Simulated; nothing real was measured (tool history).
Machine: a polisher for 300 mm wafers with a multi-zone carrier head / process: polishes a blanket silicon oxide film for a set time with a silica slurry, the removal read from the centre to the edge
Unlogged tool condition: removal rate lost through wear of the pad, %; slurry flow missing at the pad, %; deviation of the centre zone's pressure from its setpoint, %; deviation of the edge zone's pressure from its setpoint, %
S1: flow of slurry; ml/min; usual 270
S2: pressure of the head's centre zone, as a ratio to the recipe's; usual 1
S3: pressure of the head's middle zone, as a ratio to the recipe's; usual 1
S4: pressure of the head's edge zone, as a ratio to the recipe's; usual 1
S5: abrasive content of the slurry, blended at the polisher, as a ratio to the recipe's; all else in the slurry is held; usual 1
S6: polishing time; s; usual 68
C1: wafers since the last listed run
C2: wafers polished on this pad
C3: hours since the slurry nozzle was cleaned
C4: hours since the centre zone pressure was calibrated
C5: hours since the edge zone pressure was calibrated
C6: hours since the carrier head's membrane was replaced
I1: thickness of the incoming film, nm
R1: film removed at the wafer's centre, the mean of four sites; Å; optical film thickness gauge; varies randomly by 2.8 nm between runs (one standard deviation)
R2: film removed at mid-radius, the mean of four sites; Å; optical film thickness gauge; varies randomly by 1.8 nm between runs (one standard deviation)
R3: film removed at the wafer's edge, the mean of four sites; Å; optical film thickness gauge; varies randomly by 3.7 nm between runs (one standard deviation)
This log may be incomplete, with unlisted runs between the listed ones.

run	hour	S1	S2	S3	S4	S5	S6	C1	C2	C3	C4	C5	C6	I1	R1	R2	R3
1	0	270	1	0.95	0.95	1	83	0	7969	184.4	388.9	466.6	737.6	1118.8	3088	2934	2900
2	56.3	270	1	1	1	1	68	677	8647	240.7	445.2	522.9	793.9	1140.7	2553	2529	2481
# hour 103.6: carrier head's membrane replaced by a new one
# hour 191.3: worn pad replaced by a new one
3	336	270	1	1	1	1	68	3256	1740	520.4	724.9	802.6	232.4	1151.4	2501	2530	2454
4	437.4	270	1	1	1	1	68	1219	2960	621.8	826.3	904	333.8	1145.6	2443	2466	2404
# hour 473.2: edge zone pressure recalibrated
5	483.9	230	1.07	1	1	1	68	535	3496	668.3	872.8	10.7	380.3	1140	2512	2450	2383
6	555.9	270	1.05	0.94	1.03	1	80	866	4362	740.3	944.8	82.7	452.3	1142.9	3030	2702	2912
7	642.8	270	1	1.07	1	1	68	1045	5407	827.2	1031.7	169.6	539.2	1133.5	2387	2620	2381
# hour 664.2: slurry nozzle cleaned
8	719.2	270	1	1	0.97	1.2	68	907	6315	55	1108.1	246	615.6	1161.1	2796	2791	2679
9	809.7	270	1	1	1	1	68	1088	7403	145.5	1198.6	336.5	706.1	1140.8	2546	2560	2468
10	903.3	270	1	0.97	1	1	68	1126	8530	239.1	1292.2	430.1	799.7	1128.4	2526	2464	2426
11	974.6	270	1	0.91	1	0.9	68	857	9387	310.4	1363.5	501.4	871	1139.4	2379	2157	2259
# hour 1000.1: carrier head's membrane replaced by a new one
# hour 1004.2: worn pad replaced by a new one
12	1035	270	1	1	1	1	68	618	370	370.8	1423.9	561.8	34.9	1155.7	2535	2537	2507
13	1110.2	270	1	1	1	1	68	904	1275	446	1499.1	637	110.1	1136.3	2496	2531	2488
# hour 1175.9: centre zone pressure recalibrated
# hour 1194.5: edge zone pressure recalibrated
14	1208.1	270	1	1	1	1	60	1129	2404	543.9	32.2	13.6	208	1137	2184	2203	2159
15	1282.6	270	1	1	1	1	68	896	3301	618.4	106.7	88.1	282.5	1127.1	2466	2496	2391
16	1368.6	270	1	1	1	0.75	68	1034	4335	704.4	192.7	174.1	368.5	1160.3	2093	2115	2037
# hour 1387: slurry nozzle cleaned
17	1452.4	270	1	0.96	1	1	80	996	5332	65.4	276.5	257.9	452.3	1139.7	2991	2871	2937
18	1541.2	270	1	1.09	1.11	1	48	1068	6400	154.2	365.3	346.7	541.1	1126.9	1802	1980	1817
19	1625	270	1	1	1	1	68	1008	7408	238	449.1	430.5	624.9	1142.6	2510	2514	2461
20	1711.9	195	1	0.93	1	1	60	1045	8454	324.9	536	517.4	711.8	1137.8	2085	1974	2119
# hour 1760.6: carrier head's membrane replaced by a new one
# hour 1827.1: worn pad replaced by a new one
# hour 1914.9: edge zone pressure recalibrated
21	2029.4	210	1	1.1	1.11	1	85	3687	2409	642.4	853.5	114.5	268.8	1130.3	2979	3324	3252

Each row is a separate what-if for the run after 21, all from the same tool condition, not one after another. Results?
A	2029.8	270	1	1	1	1	68	4	2414	642.8	853.9	114.9	269.2	1145.2	?	?	?
B	2029.8	270	1.1	1	1	1	68	4	2414	642.8	853.9	114.9	269.2	1145.2	?	?	?
C	2029.8	270	1	0.97	1.05	1.15	68	4	2414	642.8	853.9	114.9	269.2	1145.2	?	?	?
D	2029.8	270	1	1.05	1	1	68	4	2414	642.8	853.9	114.9	269.2	1145.2	?	?	?

run	R1	R2	R3
A	2412	2450	2416
B	2590	2449	2416
C	2582	2533	2670
D	2413	2591	2414
Take away the tool's hidden state, keep each run's random variation, and the runs would have read:
run	R1	R2	R3
A	2538	2564	2500
B	2725	2563	2500
C	2717	2651	2762
D	2539	2711	2497
